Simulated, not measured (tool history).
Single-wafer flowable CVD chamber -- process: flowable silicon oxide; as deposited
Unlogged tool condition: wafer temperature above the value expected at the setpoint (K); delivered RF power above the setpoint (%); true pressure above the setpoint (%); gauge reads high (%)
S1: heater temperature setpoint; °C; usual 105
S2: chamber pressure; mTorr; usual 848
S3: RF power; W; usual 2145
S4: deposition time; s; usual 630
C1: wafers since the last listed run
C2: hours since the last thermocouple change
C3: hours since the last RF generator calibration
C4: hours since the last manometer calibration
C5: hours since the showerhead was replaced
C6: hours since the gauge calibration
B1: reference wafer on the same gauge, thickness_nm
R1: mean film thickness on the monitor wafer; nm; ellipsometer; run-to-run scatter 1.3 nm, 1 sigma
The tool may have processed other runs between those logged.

| run | hour | S1 | S2 | S3 | S4 | C1 | C2 | C3 | C4 | C5 | C6 | B1 | R1 |
|---|---|---|---|---|---|---|---|---|---|---|---|---|---|
| 1 | 0.0 | 105 | 848 | 2145 | 630 | 0 | 719.9 | 128.8 | 1121.2 | 187.9 | 47.8 | 283.863 | 331.566 |
| 2 | 80.3 | 105 | 848 | 2145 | 630 | 304 | 800.2 | 209.1 | 1201.5 | 268.2 | 128.1 | 284.018 | 331.513 |
| 3 | 142.0 | 105 | 848 | 2145 | 630 | 233 | 861.9 | 270.8 | 1263.2 | 329.9 | 189.8 | 283.692 | 331.802 |
| 4 | 243.5 | 94 | 989 | 2315 | 630 | 384 | 963.4 | 372.3 | 1364.7 | 431.4 | 291.3 | 284.107 | 539.886 |
| 5 | 346.1 | 114 | 664 | 2145 | 698 | 388 | 1066.0 | 474.9 | 1467.3 | 534.0 | 393.9 | 283.607 | 224.085 |
| 6 | 389.1 | 105 | 987 | 2145 | 630 | 162 | 1109.0 | 517.9 | 1510.3 | 577.0 | 436.9 | 284.334 | 386.496 |
| 7 | 490.4 | 105 | 848 | 2005 | 630 | 383 | 1210.3 | 619.2 | 1611.6 | 678.3 | 538.2 | 283.842 | 326.449 |
| 8 | 526.6 | 115 | 848 | 1805 | 630 | 137 | 1246.5 | 655.4 | 1647.8 | 714.5 | 574.4 | 283.635 | 241.498 |
| 9 | 599.0 | 105 | 848 | 2145 | 630 | 274 | 1318.9 | 727.8 | 1720.2 | 786.9 | 646.8 | 283.843 | 335.401 |
|  | 620.9 | capacitance manometer re-zeroed and calibrated |
| 10 | 639.0 | 105 | 791 | 1840 | 705 | 121 | 1358.9 | 767.8 | 18.1 | 826.9 | 686.8 | 284.145 | 337.042 |
| 11 | 710.3 | 105 | 748 | 2145 | 547 | 270 | 1430.2 | 839.1 | 89.4 | 898.2 | 758.1 | 283.638 | 255.437 |
| 12 | 796.6 | 105 | 848 | 2145 | 718 | 327 | 1516.5 | 925.4 | 175.7 | 984.5 | 844.4 | 284.466 | 378.887 |
| 13 | 889.6 | 105 | 772 | 1950 | 630 | 352 | 1609.5 | 1018.4 | 268.7 | 1077.5 | 937.4 | 283.660 | 298.196 |
| 14 | 932.4 | 100 | 848 | 2320 | 672 | 162 | 1652.3 | 1061.2 | 311.5 | 1120.3 | 980.2 | 283.883 | 418.840 |
|  | 963.8 | thermocouple changed; heater temperature recalibrated |
| 15 | 997.2 | 105 | 848 | 2145 | 630 | 215 | 33.4 | 1126.0 | 376.3 | 1185.1 | 1045.0 | 283.332 | 318.918 |
|  | 1074.2 | RF generator calibrated |
| 16 | 1089.1 | 105 | 848 | 2145 | 630 | 317 | 125.3 | 14.9 | 468.2 | 1277.0 | 1136.9 | 284.576 | 324.526 |
| 17 | 1160.9 | 119 | 766 | 1860 | 666 | 272 | 197.1 | 86.7 | 540.0 | 1348.8 | 1208.7 | 283.917 | 203.912 |
| 18 | 1245.4 | 94 | 848 | 2485 | 753 | 320 | 281.6 | 171.2 | 624.5 | 1433.3 | 1293.2 | 284.242 | 551.615 |
| 19 | 1347.8 | 95 | 848 | 1930 | 630 | 388 | 384.0 | 273.6 | 726.9 | 1535.7 | 1395.6 | 283.767 | 427.282 |
| 20 | 1399.2 | 105 | 769 | 2145 | 674 | 194 | 435.4 | 325.0 | 778.3 | 1587.1 | 1447.0 | 284.342 | 315.710 |
| 21 | 1448.8 | 105 | 1041 | 1730 | 505 | 187 | 485.0 | 374.6 | 827.9 | 1636.7 | 1496.6 | 283.402 | 306.825 |
| 22 | 1542.0 | 97 | 1024 | 2420 | 510 | 353 | 578.2 | 467.8 | 921.1 | 1729.9 | 1589.8 | 283.755 | 408.927 |
| 23 | 1628.3 | 90 | 765 | 2145 | 630 | 327 | 664.5 | 554.1 | 1007.4 | 1816.2 | 1676.1 | 284.023 | 457.510 |
| 24 | 1733.2 | 105 | 848 | 2145 | 630 | 397 | 769.4 | 659.0 | 1112.3 | 1921.1 | 1781.0 | 284.170 | 330.059 |
| 25 | 1837.9 | 109 | 848 | 2145 | 724 | 396 | 874.1 | 763.7 | 1217.0 | 2025.8 | 1885.7 | 284.045 | 334.165 |
| 26 | 1883.8 | 105 | 848 | 2145 | 630 | 173 | 920.0 | 809.6 | 1262.9 | 2071.7 | 1931.6 | 283.540 | 326.918 |
| 27 | 1980.4 | 105 | 734 | 2145 | 630 | 366 | 1016.6 | 906.2 | 1359.5 | 2168.3 | 2028.2 | 284.668 | 284.415 |
| 28 | 2072.4 | 105 | 848 | 2145 | 536 | 348 | 1108.6 | 998.2 | 1451.5 | 2260.3 | 2120.2 | 283.663 | 278.127 |

Each row is a separate what-if for the run after 28, all from the same tool condition, not one after another. Results?
| A | 2073.0 | 105 | 848 | 2145 | 580 | 2 | 1109.2 | 998.8 | 1452.1 | 2260.9 | 2120.8 | ? | ? |
| B | 2073.0 | 105 | 848 | 2375 | 678 | 2 | 1109.2 | 998.8 | 1452.1 | 2260.9 | 2120.8 | ? | ? |
| C | 2073.0 | 116 | 848 | 2490 | 744 | 2 | 1109.2 | 998.8 | 1452.1 | 2260.9 | 2120.8 | ? | ? |
| D | 2073.0 | 105 | 645 | 2395 | 630 | 2 | 1109.2 | 998.8 | 1452.1 | 2260.9 | 2120.8 | ? | ? |

| run | B1 | R1 |
|---|---|---|
| A | 283.594 | 300.354 |
| B | 283.594 | 357.794 |
| C | 283.594 | 289.349 |
| D | 283.594 | 253.308 |
With no hidden state in the tool, these same runs would have given:
| run | R1 |
|---|---|
| A | 299.367 |
| B | 355.440 |
| C | 287.810 |
| D | 251.641 |
